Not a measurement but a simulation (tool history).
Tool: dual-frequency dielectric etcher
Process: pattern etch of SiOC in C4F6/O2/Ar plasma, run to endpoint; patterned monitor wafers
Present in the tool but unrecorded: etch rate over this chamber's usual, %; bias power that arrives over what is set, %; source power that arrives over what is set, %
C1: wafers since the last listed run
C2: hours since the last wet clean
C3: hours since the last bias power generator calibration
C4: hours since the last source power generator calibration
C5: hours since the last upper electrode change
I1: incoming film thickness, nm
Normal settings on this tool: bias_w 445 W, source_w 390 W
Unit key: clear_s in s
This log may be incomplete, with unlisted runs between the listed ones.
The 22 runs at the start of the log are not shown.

run 23 day=47.921 | bias_w=510 source_w=450 | C1=896 C2=373.9 C3=1860 C4=595.9 C5=355.8 | I1=28.09 | clear_s=9.8
-- day=48.304 bias power generator calibrated
run 24 day=48.954 | bias_w=445 source_w=390 | C1=493 C2=398.7 C3=15.6 C4=620.7 C5=380.6 | I1=28.4 | clear_s=11
run 25 day=51.492 | bias_w=475 source_w=490 | C1=1444 C2=459.6 C3=76.5 C4=681.6 C5=441.5 | I1=28.38 | clear_s=9.6
run 26 day=54.358 | bias_w=532 source_w=350 | C1=1632 C2=528.4 C3=145.3 C4=750.4 C5=510.3 | I1=28.61 | clear_s=11.1
run 27 day=56.129 | bias_w=526 source_w=320 | C1=1008 C2=570.9 C3=187.8 C4=792.9 C5=552.8 | I1=28.18 | clear_s=11.6
run 28 day=57.512 | bias_w=355 source_w=330 | C1=787 C2=604.1 C3=221 C4=826.1 C5=586 | I1=28.29 | clear_s=12.9
run 29 day=59.025 | bias_w=445 source_w=390 | C1=861 C2=640.4 C3=257.3 C4=862.4 C5=622.3 | I1=27.94 | clear_s=10.8
run 30 day=61.212 | bias_w=445 source_w=390 | C1=1245 C2=692.9 C3=309.8 C4=914.9 C5=674.8 | I1=27.93 | clear_s=10.8
-- day=62.521 wet clean of the chamber
run 31 day=63.675 | bias_w=395 source_w=330 | C1=832 C2=27.7 C3=368.9 C4=974 C5=733.9 | I1=28.19 | clear_s=12.5
run 32 day=64.95 | bias_w=490 source_w=390 | C1=725 C2=58.3 C3=399.5 C4=1004.6 C5=764.5 | I1=28.21 | clear_s=10.6
run 33 day=71.112 | bias_w=477 source_w=340 | C1=3508 C2=206.2 C3=547.4 C4=1152.5 C5=912.4 | I1=28.38 | clear_s=11.7
run 34 day=72.317 | bias_w=516 source_w=330 | C1=685 C2=235.1 C3=576.3 C4=1181.4 C5=941.3 | I1=28.37 | clear_s=11.6

Consider 5 possible next runs. They are alternatives, not a sequence: every one starts from the tool as it was left by run 34. What does each give?
run A day=72.333 | bias_w=445 source_w=390 | C1=9 C2=235.5 C3=576.7 C4=1181.8 C5=941.7 | I1=28.44 | clear_s=?
run B day=72.333 | bias_w=415 source_w=340 | C1=9 C2=235.5 C3=576.7 C4=1181.8 C5=941.7 | I1=28.44 | clear_s=?
run C day=72.333 | bias_w=492 source_w=430 | C1=9 C2=235.5 C3=576.7 C4=1181.8 C5=941.7 | I1=28.44 | clear_s=?
run D day=72.333 | bias_w=516 source_w=460 | C1=9 C2=235.5 C3=576.7 C4=1181.8 C5=941.7 | I1=28.44 | clear_s=?
run E day=72.333 | bias_w=373 source_w=360 | C1=9 C2=235.5 C3=576.7 C4=1181.8 C5=941.7 | I1=28.44 | clear_s=?

run=A clear_s=11.1
run=B clear_s=12.3
run=C clear_s=10.2
run=D clear_s=9.7
run=E clear_s=12.3
With no hidden state in the tool, these same runs would have given:
run=A clear_s=11.1
run=B clear_s=12.2
run=C clear_s=10.2
run=D clear_s=9.7
run=E clear_s=12.2
